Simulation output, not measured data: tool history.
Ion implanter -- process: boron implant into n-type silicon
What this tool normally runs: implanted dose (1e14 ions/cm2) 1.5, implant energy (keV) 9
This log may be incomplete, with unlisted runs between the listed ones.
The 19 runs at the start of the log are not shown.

run	hour	implanted dose (1e14 ions/cm2)	implant energy (keV)	read-back reference wafer on the same gauge, sheet resistance	sheet resistance of the implanted and annealed layer (ohm/square)
20	974.1	1.5	9	554.95	667.08
21	1014.6	1.5	10.5	554.98	653.27
22	1057.5	1.5	9	555.09	665.99
23	1121.4	1.5	9	555.36	665.45
# hour 1182.3: gauge calibrated
24	1186.7	1.87	6.5	555.12	581.14
25	1244.4	1.89	6	555.17	582.03
26	1299.2	1.94	7.5	555.07	555.59
27	1351.6	1.5	9	555.18	669.01
28	1407.3	1.5	9	554.86	669.4
29	1463.8	1.5	9	555.1	668.4
30	1520.1	1.5	9	555.21	668.58
31	1574.5	1.14	11	554.98	813.44
32	1618.2	1.62	9	554.91	629.47
33	1662.7	1.5	9	555.12	667.94
34	1687.7	1.5	10	555.18	662.48
35	1790.1	1.5	6	554.97	705.22
36	1823.6	1.07	6.5	554.96	918.92

Below are 5 alternative next runs, each starting from the tool's condition after run 36. Predict each:
A	1824	1.93	9	?	?
B	1824	1.5	7.5	?	?
C	1824	1.21	7.5	?	?
D	1824	1.24	9	?	?
E	1824	1.88	12	?	?

run	read-back reference wafer on the same gauge, sheet resistance	sheet resistance of the implanted and annealed layer (ohm/square)
A	554.96	548.87
B	554.96	687.03
C	554.96	815.95
D	554.96	781.76
E	554.96	541.14
Had the tool no hidden state, the same runs would have come out as:
run	sheet resistance of the implanted and annealed layer (ohm/square)
A	540.22
B	676.29
C	803.22
D	769.67
E	532.63
